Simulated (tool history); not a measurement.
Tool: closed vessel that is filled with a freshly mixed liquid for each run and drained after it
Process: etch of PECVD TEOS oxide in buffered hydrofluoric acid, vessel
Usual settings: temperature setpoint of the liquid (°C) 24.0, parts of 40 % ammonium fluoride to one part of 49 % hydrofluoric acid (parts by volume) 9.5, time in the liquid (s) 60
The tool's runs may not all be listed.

| run | hour | temperature setpoint of the liquid (°C) | parts of 40 % ammonium fluoride to one part of 49 % hydrofluoric acid (parts by volume) | time in the liquid (s) | wafers since the last listed run | hours since the thermometer was replaced | hours since the hydrofluoric acid flow meter was replaced | hours since the gauge calibration | read-back film thickness of the PECVD TEOS oxide reference wafer, read on the same gauge (nm) | thickness taken off the PECVD TEOS oxide on a monitor wafer (Å) |
|---|---|---|---|---|---|---|---|---|---|---|
| 1 | 0.0 | 24.0 | 9.5 | 85 | 0 | 1836.5 | 658.2 | 473.8 | 80.05 | 2357.9 |
| 2 | 71.3 | 24.0 | 9.5 | 85 | 8368 | 1907.8 | 729.5 | 545.1 | 80.01 | 2332.4 |
| 3 | 134.6 | 24.0 | 9.5 | 60 | 7429 | 1971.1 | 792.8 | 608.4 | 79.97 | 1659.8 |
| 4 | 205.9 | 24.0 | 9.5 | 60 | 8368 | 2042.4 | 864.1 | 679.7 | 79.99 | 1655.1 |
| 5 | 230.0 | 24.0 | 9.5 | 60 | 2828 | 2066.5 | 888.2 | 703.8 | 79.97 | 1671.3 |
| 6 | 298.5 | 24.0 | 9.5 | 60 | 8039 | 2135.0 | 956.7 | 772.3 | 80.01 | 1694.1 |
| 7 | 350.7 | 24.0 | 9.5 | 70 | 6126 | 2187.2 | 1008.9 | 824.5 | 79.97 | 1943.2 |
| 8 | 413.6 | 24.0 | 9.5 | 70 | 7382 | 2250.1 | 1071.8 | 887.4 | 80.01 | 1998.9 |
| 9 | 461.0 | 24.0 | 9.5 | 70 | 5563 | 2297.5 | 1119.2 | 934.8 | 79.99 | 1964.6 |
|  | 464.7 | gauge calibrated |
| 10 | 496.2 | 24.0 | 9.5 | 60 | 4131 | 2332.7 | 1154.4 | 31.5 | 79.97 | 1733.4 |
| 11 | 526.3 | 22.5 | 9.5 | 60 | 3532 | 2362.8 | 1184.5 | 61.6 | 80.06 | 1576.6 |
| 12 | 574.8 | 22.5 | 9.5 | 60 | 5692 | 2411.3 | 1233.0 | 110.1 | 79.96 | 1570.7 |
| 13 | 644.1 | 19.0 | 6.5 | 60 | 8133 | 2480.6 | 1302.3 | 179.4 | 80.01 | 1873.1 |
|  | 673.0 | thermometer replaced |
| 14 | 676.9 | 24.0 | 9.5 | 75 | 3732 | 3.9 | 1335.1 | 212.2 | 80.01 | 2129.1 |
| 15 | 719.2 | 24.0 | 9.5 | 60 | 4964 | 46.2 | 1377.4 | 254.5 | 79.99 | 1704.3 |
| 16 | 759.8 | 20.0 | 11.5 | 30 | 4765 | 86.8 | 1418.0 | 295.1 | 80.03 | 587.9 |
| 17 | 796.1 | 24.0 | 9.5 | 60 | 4260 | 123.1 | 1454.3 | 331.4 | 80.00 | 1711.7 |
| 18 | 863.4 | 24.0 | 9.5 | 70 | 7898 | 190.4 | 1521.6 | 398.7 | 80.00 | 2048.2 |
| 19 | 911.9 | 24.0 | 9.5 | 35 | 5692 | 238.9 | 1570.1 | 447.2 | 79.98 | 1000.8 |
| 20 | 940.7 | 24.0 | 9.5 | 60 | 3380 | 267.7 | 1598.9 | 476.0 | 80.01 | 1736.0 |
|  | 951.4 | hydrofluoric acid flow meter replaced |
| 21 | 984.5 | 28.5 | 13.0 | 75 | 5023 | 311.5 | 33.1 | 519.8 | 80.01 | 1928.1 |
| 22 | 1041.1 | 28.0 | 7.5 | 60 | 6643 | 368.1 | 89.7 | 576.4 | 79.98 | 2527.6 |
| 23 | 1108.2 | 24.0 | 11.5 | 30 | 7875 | 435.2 | 156.8 | 643.5 | 79.99 | 687.2 |
| 24 | 1171.3 | 26.0 | 11.5 | 90 | 7406 | 498.3 | 219.9 | 706.6 | 80.07 | 2323.6 |
| 25 | 1232.8 | 24.0 | 9.5 | 60 | 7218 | 559.8 | 281.4 | 768.1 | 80.02 | 1614.0 |

5 ways to go on from here, each from the tool as it stands after run 25. What would each give?
| A | 1233.5 | 24.0 | 12.5 | 60 | 82 | 560.5 | 282.1 | 768.8 | ? | ? |
| B | 1233.5 | 28.5 | 9.5 | 45 | 82 | 560.5 | 282.1 | 768.8 | ? | ? |
| C | 1233.5 | 29.0 | 9.5 | 75 | 82 | 560.5 | 282.1 | 768.8 | ? | ? |
| D | 1233.5 | 28.5 | 13.0 | 90 | 82 | 560.5 | 282.1 | 768.8 | ? | ? |
| E | 1233.5 | 27.5 | 8.5 | 60 | 82 | 560.5 | 282.1 | 768.8 | ? | ? |

| run | read-back film thickness of the PECVD TEOS oxide reference wafer, read on the same gauge (nm) | thickness taken off the PECVD TEOS oxide on a monitor wafer (Å) |
|---|---|---|
| A | 80.01 | 1268.8 |
| B | 80.01 | 1539.9 |
| C | 80.01 | 2635.2 |
| D | 80.01 | 2333.0 |
| E | 80.01 | 2171.9 |
Without the tool's hidden state the same runs would have given:
| run | thickness taken off the PECVD TEOS oxide on a monitor wafer (Å) |
|---|---|
| A | 1232.8 |
| B | 1511.8 |
| C | 2587.1 |
| D | 2267.0 |
| E | 2103.9 |
